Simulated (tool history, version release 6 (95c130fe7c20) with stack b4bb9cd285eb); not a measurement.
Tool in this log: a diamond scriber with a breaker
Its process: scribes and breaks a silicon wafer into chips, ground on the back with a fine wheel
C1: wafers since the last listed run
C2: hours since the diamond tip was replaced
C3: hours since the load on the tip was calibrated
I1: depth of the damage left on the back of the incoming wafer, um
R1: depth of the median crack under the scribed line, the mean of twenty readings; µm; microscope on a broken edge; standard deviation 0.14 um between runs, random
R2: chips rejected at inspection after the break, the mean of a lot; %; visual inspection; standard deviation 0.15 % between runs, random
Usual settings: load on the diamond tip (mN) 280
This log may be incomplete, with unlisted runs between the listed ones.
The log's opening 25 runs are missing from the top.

Run 26, hour 1361.7: usual settings but load on the diamond tip (mN) 197; C1 50; C2 984.2; C3 1083.0; I1 1.59. Result: R1 7.93 µm, R2 21.14 %.
Run 27, hour 1419.1: usual settings but load on the diamond tip (mN) 333; C1 105; C2 1041.6; C3 1140.4; I1 1.78. Result: R1 9.93 µm, R2 1.81 %.
Run 28, hour 1451.2: usual settings but load on the diamond tip (mN) 308; C1 58; C2 1073.7; C3 1172.5; I1 2.07. Result: R1 9.45 µm, R2 3.47 %.
At hour 1472.8: diamond tip replaced by a new one.
Run 29, hour 1507.9: usual settings but load on the diamond tip (mN) 320; C1 100; C2 35.1; C3 1229.2; I1 2.68. Result: R1 10.65 µm, R2 3.66 %.
Run 30, hour 1567.2: usual settings; C1 108; C2 94.4; C3 1288.5; I1 1.97. Result: R1 10.16 µm, R2 1.97 %.
Run 31, hour 1633.7: usual settings but load on the diamond tip (mN) 355; C1 121; C2 160.9; C3 1355.0; I1 2.65. Result: R1 11.45 µm, R2 5.66 %.
Run 32, hour 1699.1: usual settings but load on the diamond tip (mN) 205; C1 119; C2 226.3; C3 1420.4; I1 2.17. Result: R1 8.67 µm, R2 11.57 %.
Run 33, hour 1725.8: usual settings but load on the diamond tip (mN) 230; C1 48; C2 253.0; C3 1447.1; I1 2.15. Result: R1 9.09 µm, R2 6.84 %.
Run 34, hour 1761.5: usual settings; C1 65; C2 288.7; C3 1482.8; I1 1.54. Result: R1 10.01 µm, R2 1.83 %.
Run 35, hour 1799.1: usual settings but load on the diamond tip (mN) 331; C1 68; C2 326.3; C3 1520.4; I1 2.82. Result: R1 10.86 µm, R2 3.61 %.
At hour 1818.6: load on the tip recalibrated.
Run 36, hour 1832.1: usual settings but load on the diamond tip (mN) 211; C1 56; C2 359.3; C3 13.5; I1 1.92. Result: R1 8.59 µm, R2 11.09 %.
Run 37, hour 1898.8: usual settings but load on the diamond tip (mN) 223; C1 122; C2 426.0; C3 80.2; I1 2.78. Result: R1 8.66 µm, R2 11.94 %.
Run 38, hour 1933.5: usual settings but load on the diamond tip (mN) 222; C1 63; C2 460.7; C3 114.9; I1 2.78. Result: R1 8.58 µm, R2 11.35 %.
Run 39, hour 2002.7: usual settings but load on the diamond tip (mN) 301; C1 126; C2 529.9; C3 184.1; I1 1.99. Result: R1 10.16 µm, R2 2.13 %.
Run 40, hour 2027.7: usual settings but load on the diamond tip (mN) 209; C1 45; C2 554.9; C3 209.1; I1 1.97. Result: R1 8.40 µm, R2 13.99 %.

Here are 5 independent what-if runs from the current tool condition. What would each one return?
Run A, hour 2028.3: usual settings; C1 1; C2 555.5; C3 209.7; I1 1.55. Result: R1 ?, R2 ?.
Run B, hour 2028.3: usual settings but load on the diamond tip (mN) 340; C1 1; C2 555.5; C3 209.7; I1 1.55. Result: R1 ?, R2 ?.
Run C, hour 2028.3: usual settings but load on the diamond tip (mN) 212; C1 1; C2 555.5; C3 209.7; I1 1.55. Result: R1 ?, R2 ?.
Run D, hour 2028.3: usual settings but load on the diamond tip (mN) 237; C1 1; C2 555.5; C3 209.7; I1 1.55. Result: R1 ?, R2 ?.
Run E, hour 2028.3: usual settings but load on the diamond tip (mN) 337; C1 1; C2 555.5; C3 209.7; I1 1.55. Result: R1 ?, R2 ?.

run     R1     R2
  A   9.74   2.97
  B  10.77   2.10
  C   8.49  13.80
  D   8.96   8.38
  E  10.72   2.00
What these runs would have given with no unlogged condition in the tool:
run     R1    R2
  A  10.37  1.67
  B  11.47  4.78
  C   9.04  7.61
  D   9.54  3.94
  E  11.42  4.50

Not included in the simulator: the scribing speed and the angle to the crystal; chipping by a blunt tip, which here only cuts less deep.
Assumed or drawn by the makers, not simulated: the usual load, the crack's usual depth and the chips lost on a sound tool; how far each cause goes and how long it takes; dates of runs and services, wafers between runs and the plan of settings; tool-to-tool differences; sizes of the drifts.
